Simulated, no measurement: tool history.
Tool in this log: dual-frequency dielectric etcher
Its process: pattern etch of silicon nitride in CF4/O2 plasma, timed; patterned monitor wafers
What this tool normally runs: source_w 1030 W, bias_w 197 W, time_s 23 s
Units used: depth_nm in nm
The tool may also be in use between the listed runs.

| run | hour | source_w | bias_w | time_s | read-back reference wafer on the same gauge, depth_nm | depth_nm |
|---|---|---|---|---|---|---|
| 1 | 0 | 1030 | 197 | 18.5 | 95 | 79.7 |
| 2 | 9.8 | 1030 | 197 | 23 | 95 | 99.1 |
| 3 | 21.8 | 1030 | 197 | 23 | 95 | 98.7 |
| 4 | 32.7 | 850 | 197 | 23 | 95.1 | 91 |
| 5 | 45.9 | 850 | 197 | 23 | 95 | 91.4 |
| 6 | 54.4 | 1030 | 197 | 23 | 95 | 99.1 |
| 7 | 70.6 | 1030 | 197 | 23 | 95 | 98.9 |
| 8 | 86.2 | 1030 | 197 | 23 | 95 | 99.3 |
| 9 | 104.8 | 1030 | 197 | 23 | 95 | 99.6 |
| 10 | 117.8 | 1030 | 197 | 23 | 95.1 | 98.8 |
| 11 | 133.6 | 1030 | 197 | 23 | 94.9 | 99.2 |
| 12 | 141.9 | 1030 | 197 | 23 | 94.9 | 98.4 |
|  | 148.6 | bias power generator calibrated |
|  | 165.3 | gauge calibrated |
|  | 167.4 | upper electrode replaced, of another model than before |
| 13 | 167.9 | 940 | 197 | 23 | 95.1 | 92.5 |
| 14 | 172.6 | 940 | 197 | 23 | 95.1 | 92.9 |
| 15 | 183.1 | 1030 | 197 | 23 | 95 | 98.2 |
| 16 | 200.1 | 1110 | 216 | 19 | 95.1 | 93.5 |
| 17 | 210.9 | 1140 | 213 | 23 | 94.9 | 113 |
| 18 | 228.3 | 1030 | 197 | 27 | 95.1 | 115.8 |
| 19 | 234.5 | 1030 | 197 | 20.5 | 94.9 | 88.1 |
| 20 | 242 | 1030 | 182 | 26.5 | 95 | 105 |
|  | 250.4 | source power generator calibrated |
|  | 270.3 | wet clean of the chamber |
| 21 | 270.8 | 1030 | 197 | 23 | 95.1 | 101 |
| 22 | 271.1 | 830 | 197 | 23 | 94.9 | 86.9 |
| 23 | 274.9 | 1030 | 197 | 23 | 95 | 101.8 |
| 24 | 290.4 | 1260 | 158 | 17.5 | 95 | 71.7 |
| 25 | 300.7 | 1030 | 197 | 23 | 94.9 | 100.6 |
| 26 | 311.9 | 860 | 197 | 29.5 | 95 | 114.3 |
| 27 | 325.6 | 1270 | 218 | 26 | 95.1 | 144.1 |
| 28 | 360.5 | 1220 | 244 | 23 | 94.9 | 134.9 |
| 29 | 370.5 | 1110 | 218 | 25 | 95.1 | 125.8 |

Some steps in depth_nm, run to run, broken into two amounts with sign: the step expected even without the hidden condition (settings, incoming material, random variation), and the rest, left for the hidden condition together with whatever gauge scatter is not in both the measured and the hidden-condition-free result:
Unlogged tool condition in this case: etch rate over this chamber's usual, %; source power that arrives over what is set, %; bias power that arrives over what is set, %; gauge reads high (%).
Run 18 -> 19: time_s 27 -> 20.5. depth_nm -27.7 nm: hidden state +0.8, all else -28.5.
Run 20 -> 21: bias_w 182 -> 197, time_s 26.5 -> 23, source power generator calibrated, wet clean of the chamber. depth_nm -4 nm: hidden state +3.4, all else -7.4.
Run 23 -> 24: source_w 1030 -> 1260, bias_w 197 -> 158, time_s 23 -> 17.5. depth_nm -30.1 nm: hidden state -0.3, all else -29.8.
Run 26 -> 27: source_w 860 -> 1270, bias_w 197 -> 218, time_s 29.5 -> 26. depth_nm +29.8 nm: hidden state +0, all else +29.8.
